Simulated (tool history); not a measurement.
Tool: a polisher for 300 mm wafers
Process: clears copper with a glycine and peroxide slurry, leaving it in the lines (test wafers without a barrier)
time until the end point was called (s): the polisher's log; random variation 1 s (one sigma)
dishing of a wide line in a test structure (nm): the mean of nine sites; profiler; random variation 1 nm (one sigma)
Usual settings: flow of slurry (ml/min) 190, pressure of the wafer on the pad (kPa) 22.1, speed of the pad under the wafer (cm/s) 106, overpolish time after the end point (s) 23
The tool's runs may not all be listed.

run,day,flow of slurry (ml/min),pressure of the wafer on the pad (kPa),speed of the pad under the wafer (cm/s),overpolish time after the end point (s),wafers since the last listed run,wafers polished on this pad,hours since the slurry nozzle was cleaned,hours since the head pressure was calibrated,"incoming thickness of the incoming film, nm",time until the end point was called (s),dishing of a wide line in a test structure (nm)
1,0.000,190,22.1,106,23,0,1254,215.5,576.0,480.3,93.0,70.7
2,2.496,190,22.1,106,23,645,1899,275.4,635.9,482.8,96.0,68.8
3,4.125,190,22.1,106,23,421,2320,314.5,675.0,479.2,93.9,69.9
4,5.312,190,22.1,106,23,306,2627,343.0,703.5,481.9,94.8,68.9
# day 6.775: worn pad replaced by a new one
5,7.696,190,22.1,106,23,572,237,400.2,760.7,472.9,95.4,67.9
6,9.954,190,22.1,106,27,583,821,454.4,814.9,471.0,94.6,77.8
# day 10.846: slurry nozzle cleaned
7,11.221,190,22.1,106,23,316,1137,9.0,845.3,482.5,87.0,74.4
8,14.075,190,22.1,106,23,737,1875,77.5,913.8,476.6,88.2,72.1
9,15.617,190,22.1,106,23,398,2273,114.5,950.8,481.0,91.3,71.0
# day 16.396: worn pad replaced by a new one
10,17.962,190,22.1,106,23,563,404,170.8,1007.1,477.4,91.1,70.1
11,19.996,190,22.1,106,23,525,930,219.6,1055.9,474.1,91.9,69.7
12,22.729,190,22.1,106,23,706,1636,285.2,1121.5,477.7,95.2,68.6
13,24.175,190,22.1,106,23,373,2010,319.9,1156.2,484.9,95.5,67.1
# day 25.946: worn pad replaced by a new one
14,26.167,190,22.1,106,23,471,57,367.7,1204.0,473.8,95.4,69.6
# day 28.321: slurry nozzle cleaned
15,28.371,165,27.6,138,14,558,616,1.2,1256.9,474.2,61.6,65.7
16,29.804,190,22.1,106,23,370,986,35.6,1291.3,475.2,87.0,72.0
17,30.850,150,20.0,72,23,270,1256,60.7,1316.4,471.0,134.5,52.0
18,33.071,240,20.0,74,27,573,1830,114.0,1369.7,470.9,120.6,63.6
19,37.546,190,22.1,106,23,1156,2987,221.4,1477.1,482.2,94.1,69.3
# day 37.962: worn pad replaced by a new one
# day 38.721: head pressure recalibrated
20,39.562,150,24.8,74,15,456,392,269.8,20.2,469.9,125.0,37.2
21,41.833,140,22.1,144,23,586,979,324.3,74.7,482.7,82.1,76.5
22,43.867,190,22.1,106,10,525,1504,373.1,123.5,472.3,98.4,33.2
23,45.792,210,22.1,124,23,497,2002,419.3,169.7,476.9,83.5,75.2
# day 46.900: slurry nozzle cleaned
24,47.588,190,15.9,142,29,453,2455,16.5,212.8,477.3,83.2,86.4
# day 49.200: worn pad replaced by a new one
25,49.608,190,22.1,106,11,479,106,65.0,261.3,478.6,89.7,38.9
26,52.079,230,22.1,106,23,638,744,124.3,320.6,483.7,88.4,72.5
27,53.567,125,22.1,128,29,384,1129,160.0,356.3,466.3,85.7,83.6
28,55.379,190,22.1,106,23,468,1597,203.5,399.8,474.5,92.3,69.2

Forecast each of these 5 alternatives for the next run:
A,55.396,240,22.1,106,23,4,1601,203.9,400.2,481.9,?,?
B,55.396,190,15.2,70,31,4,1601,203.9,400.2,481.9,?,?
C,55.396,190,26.2,106,23,4,1601,203.9,400.2,481.9,?,?
D,55.396,190,27.6,106,23,4,1601,203.9,400.2,481.9,?,?
E,55.396,225,15.9,74,9,4,1601,203.9,400.2,481.9,?,?

run,time until the end point was called (s),dishing of a wide line in a test structure (nm)
A,90.8,72.4
B,161.6,57.8
C,85.4,76.6
D,82.5,78.8
E,146.5,21.0
Without the tool's hidden state the same runs would have given:
run,time until the end point was called (s),dishing of a wide line in a test structure (nm)
A,85.3,75.9
B,149.4,61.6
C,78.9,81.3
D,76.3,83.6
E,137.1,22.3
